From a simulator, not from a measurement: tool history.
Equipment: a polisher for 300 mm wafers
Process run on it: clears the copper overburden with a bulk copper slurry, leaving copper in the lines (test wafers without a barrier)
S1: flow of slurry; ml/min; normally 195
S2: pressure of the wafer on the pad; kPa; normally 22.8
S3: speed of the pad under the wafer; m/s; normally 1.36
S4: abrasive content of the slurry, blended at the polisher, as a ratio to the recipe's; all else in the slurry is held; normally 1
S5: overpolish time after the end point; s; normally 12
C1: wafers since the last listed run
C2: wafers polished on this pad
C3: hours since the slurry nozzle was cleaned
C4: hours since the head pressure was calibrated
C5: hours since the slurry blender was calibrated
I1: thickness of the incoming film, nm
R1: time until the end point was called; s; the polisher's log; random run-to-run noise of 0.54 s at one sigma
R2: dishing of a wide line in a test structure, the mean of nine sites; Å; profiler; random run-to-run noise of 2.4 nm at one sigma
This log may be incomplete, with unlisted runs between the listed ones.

{"run": 1, "day": 0.0, "S1": 195, "S2": 22.8, "S3": 1.36, "S4": 1, "S5": 12, "C1": 0, "C2": 3604, "C3": 2.2, "C4": 457.4, "C5": 234.7, "I1": 1150.1, "R1": 68.5, "R2": 1056}
{"run": 2, "day": 1.012, "S1": 195, "S2": 22.8, "S3": 1.36, "S4": 1, "S5": 12, "C1": 252, "C2": 3856, "C3": 26.5, "C4": 481.7, "C5": 259, "I1": 1149, "R1": 67.8, "R2": 1052}
{"day": 1.988, "done": "worn pad replaced by a new one"}
{"run": 3, "day": 2.921, "S1": 195, "S2": 22.8, "S3": 1.36, "S4": 1, "S5": 12, "C1": 434, "C2": 232, "C3": 72.3, "C4": 527.5, "C5": 304.8, "I1": 1149.1, "R1": 67.3, "R2": 1037}
{"day": 4.862, "done": "slurry blender recalibrated"}
{"run": 4, "day": 4.946, "S1": 195, "S2": 22.8, "S3": 1.36, "S4": 1, "S5": 12, "C1": 484, "C2": 717, "C3": 120.9, "C4": 576.1, "C5": 2, "I1": 1132.5, "R1": 66.9, "R2": 1017}
{"run": 5, "day": 11.629, "S1": 245, "S2": 22.8, "S3": 1.36, "S4": 0.8, "S5": 12, "C1": 1667, "C2": 2385, "C3": 281.3, "C4": 736.5, "C5": 162.4, "I1": 1165.5, "R1": 73.5, "R2": 1022}
{"run": 6, "day": 13.175, "S1": 195, "S2": 22.8, "S3": 1.36, "S4": 1, "S5": 12, "C1": 385, "C2": 2770, "C3": 318.4, "C4": 773.6, "C5": 199.5, "I1": 1129.6, "R1": 68.3, "R2": 1016}
{"day": 14.967, "done": "slurry nozzle cleaned"}
{"day": 15.138, "done": "worn pad replaced by a new one"}
{"run": 7, "day": 15.158, "S1": 195, "S2": 22.8, "S3": 1.36, "S4": 1, "S5": 12, "C1": 442, "C2": 4, "C3": 4.6, "C4": 821.2, "C5": 247.1, "I1": 1129, "R1": 68.1, "R2": 986}
{"run": 8, "day": 17.562, "S1": 195, "S2": 22.8, "S3": 1.36, "S4": 1, "S5": 12, "C1": 599, "C2": 604, "C3": 62.3, "C4": 878.9, "C5": 304.8, "I1": 1164.1, "R1": 71.1, "R2": 1042}
{"run": 9, "day": 20.417, "S1": 195, "S2": 17.2, "S3": 0.96, "S4": 0.85, "S5": 6, "C1": 712, "C2": 1317, "C3": 130.8, "C4": 947.4, "C5": 373.3, "I1": 1125.5, "R1": 122.6, "R2": 381}
{"day": 20.833, "done": "slurry blender recalibrated"}
{"run": 10, "day": 22.179, "S1": 195, "S2": 27.6, "S3": 1.1, "S4": 1, "S5": 12, "C1": 419, "C2": 1736, "C3": 173.1, "C4": 989.7, "C5": 32.3, "I1": 1132.4, "R1": 67.5, "R2": 1071}
{"day": 23.962, "done": "head pressure recalibrated"}
{"run": 11, "day": 24.708, "S1": 195, "S2": 20, "S3": 1.36, "S4": 1, "S5": 12, "C1": 610, "C2": 2346, "C3": 233.8, "C4": 17.9, "C5": 93, "I1": 1124.8, "R1": 74.7, "R2": 945}
{"run": 12, "day": 27.429, "S1": 195, "S2": 22.8, "S3": 1.52, "S4": 0.8, "S5": 18, "C1": 678, "C2": 3025, "C3": 299.1, "C4": 83.2, "C5": 158.3, "I1": 1135.2, "R1": 63.9, "R2": 1298}
{"run": 13, "day": 29.438, "S1": 195, "S2": 22.8, "S3": 1.36, "S4": 1, "S5": 12, "C1": 501, "C2": 3526, "C3": 347.3, "C4": 131.4, "C5": 206.5, "I1": 1152.7, "R1": 67.1, "R2": 1098}
{"day": 30.071, "done": "worn pad replaced by a new one"}
{"day": 31.892, "done": "slurry nozzle cleaned"}
{"run": 14, "day": 32.188, "S1": 195, "S2": 22.8, "S3": 1.62, "S4": 1, "S5": 17, "C1": 634, "C2": 517, "C3": 7.1, "C4": 197.4, "C5": 272.5, "I1": 1129.3, "R1": 57.6, "R2": 1353}
{"run": 15, "day": 33.858, "S1": 230, "S2": 22.8, "S3": 0.98, "S4": 0.85, "S5": 17, "C1": 416, "C2": 934, "C3": 47.2, "C4": 237.5, "C5": 312.6, "I1": 1148.2, "R1": 87.8, "R2": 1093}
{"run": 16, "day": 34.946, "S1": 195, "S2": 22.8, "S3": 1.36, "S4": 1.15, "S5": 12, "C1": 271, "C2": 1205, "C3": 73.3, "C4": 263.6, "C5": 338.7, "I1": 1160.6, "R1": 65.4, "R2": 1080}
{"day": 35.642, "done": "slurry blender recalibrated"}
{"run": 17, "day": 36.208, "S1": 195, "S2": 22.8, "S3": 1.36, "S4": 1, "S5": 12, "C1": 294, "C2": 1499, "C3": 103.6, "C4": 293.9, "C5": 13.6, "I1": 1144.3, "R1": 67, "R2": 1026}
{"run": 18, "day": 38.6, "S1": 195, "S2": 22.8, "S3": 1.36, "S4": 1, "S5": 12, "C1": 596, "C2": 2096, "C3": 161, "C4": 351.3, "C5": 71, "I1": 1154.4, "R1": 68.4, "R2": 1053}
{"run": 19, "day": 40.138, "S1": 155, "S2": 22.8, "S3": 1.36, "S4": 1, "S5": 12, "C1": 383, "C2": 2480, "C3": 197.9, "C4": 388.2, "C5": 107.9, "I1": 1128.8, "R1": 68, "R2": 991}
{"run": 20, "day": 41.312, "S1": 195, "S2": 22.8, "S3": 1.36, "S4": 1, "S5": 12, "C1": 293, "C2": 2773, "C3": 226.1, "C4": 416.4, "C5": 136.1, "I1": 1149.3, "R1": 67.4, "R2": 1057}
{"run": 21, "day": 42.788, "S1": 195, "S2": 22.8, "S3": 1.36, "S4": 1, "S5": 18, "C1": 368, "C2": 3141, "C3": 261.5, "C4": 451.8, "C5": 171.5, "I1": 1151.3, "R1": 67.7, "R2": 1299}
{"run": 22, "day": 44.804, "S1": 195, "S2": 22.8, "S3": 0.94, "S4": 1, "S5": 12, "C1": 503, "C2": 3644, "C3": 309.9, "C4": 500.2, "C5": 219.9, "I1": 1141.2, "R1": 88, "R2": 885}
{"day": 45.025, "done": "worn pad replaced by a new one"}
{"run": 23, "day": 45.858, "S1": 235, "S2": 15.9, "S3": 1.8, "S4": 1, "S5": 10, "C1": 221, "C2": 207, "C3": 335.2, "C4": 525.5, "C5": 245.2, "I1": 1132.2, "R1": 76.1, "R2": 799}
{"run": 24, "day": 47.142, "S1": 195, "S2": 18.6, "S3": 1.36, "S4": 0.75, "S5": 9, "C1": 320, "C2": 527, "C3": 366, "C4": 556.3, "C5": 276, "I1": 1114.9, "R1": 86.6, "R2": 687}
{"run": 25, "day": 48.638, "S1": 195, "S2": 28.3, "S3": 1.36, "S4": 1, "S5": 12, "C1": 373, "C2": 901, "C3": 401.9, "C4": 592.2, "C5": 311.9, "I1": 1154.9, "R1": 55.5, "R2": 1284}
{"day": 49.192, "done": "slurry nozzle cleaned"}
{"day": 49.758, "done": "slurry blender recalibrated"}
{"run": 26, "day": 51.5, "S1": 150, "S2": 28.3, "S3": 1.36, "S4": 0.75, "S5": 19, "C1": 683, "C2": 1584, "C3": 55.4, "C4": 660.9, "C5": 41.8, "I1": 1160.4, "R1": 61.8, "R2": 1484}
{"run": 27, "day": 54.204, "S1": 195, "S2": 22.8, "S3": 1.36, "S4": 0.8, "S5": 18, "C1": 674, "C2": 2259, "C3": 120.3, "C4": 725.8, "C5": 106.7, "I1": 1122, "R1": 71.6, "R2": 1289}

Entry by entry between the runs, the difference in hidden state between the last listed run before and the first listed run after:
Runs 2 to 3: worn pad replaced by a new one (day 1.988)
  deviation of the head's pressure from its setpoint, %: -2.13 -> -2.43
  what was measured, less what the result would be without the hidden state, R1: +1.5 -> +1.7 s; R2: -17 -> -19 Å
Runs 3 to 4: slurry blender recalibrated (day 4.862)
  deviation of the head's pressure from its setpoint, %: -2.43 -> -2.78
  what was measured, less what the result would be without the hidden state, R1: +1.7 -> +1.9 s; R2: -19 -> -22 Å
Runs 6 to 7: slurry nozzle cleaned (day 14.967); worn pad replaced by a new one (day 15.138)
  deviation of the head's pressure from its setpoint, %: -4.49 -> -4.98
  what was measured, less what the result would be without the hidden state, R1: +3 -> +3.4 s; R2: -36 -> -39 Å
Runs 9 to 10: slurry blender recalibrated (day 20.833)
  deviation of the head's pressure from its setpoint, %: -6.42 -> -6.95
  what was measured, less what the result would be without the hidden state, R1: +7.9 -> +4.7 s; R2: -24 -> -59 Å
Runs 10 to 11: head pressure recalibrated (day 23.962)
  deviation of the head's pressure from its setpoint, %: -6.95 -> -1.02
  what was measured, less what the result would be without the hidden state, R1: +4.7 -> +0.7 s; R2: -59 -> -8 Å
Runs 13 to 14: worn pad replaced by a new one (day 30.071); slurry nozzle cleaned (day 31.892)
  deviation of the head's pressure from its setpoint, %: -1.13 -> -1.27
  what was measured, less what the result would be without the hidden state, R1: +0.8 -> +0.8 s; R2: -10 -> -11 Å
Runs 16 to 17: slurry blender recalibrated (day 35.642)
  deviation of the head's pressure from its setpoint, %: -1.46 -> -1.57
  what was measured, less what the result would be without the hidden state, R1: +0.9 -> +1.1 s; R2: -12 -> -13 Å
Runs 22 to 23: worn pad replaced by a new one (day 45.025)
  deviation of the head's pressure from its setpoint, %: -2.63 -> -2.79
  what was measured, less what the result would be without the hidden state, R1: +2.3 -> +2.1 s; R2: -19 -> -18 Å
Runs 25 to 26: slurry nozzle cleaned (day 49.192); slurry blender recalibrated (day 49.758)
  deviation of the head's pressure from its setpoint, %: -3.27 -> -3.83
  what was measured, less what the result would be without the hidden state, R1: +1.8 -> +2.3 s; R2: -31 -> -36 Å
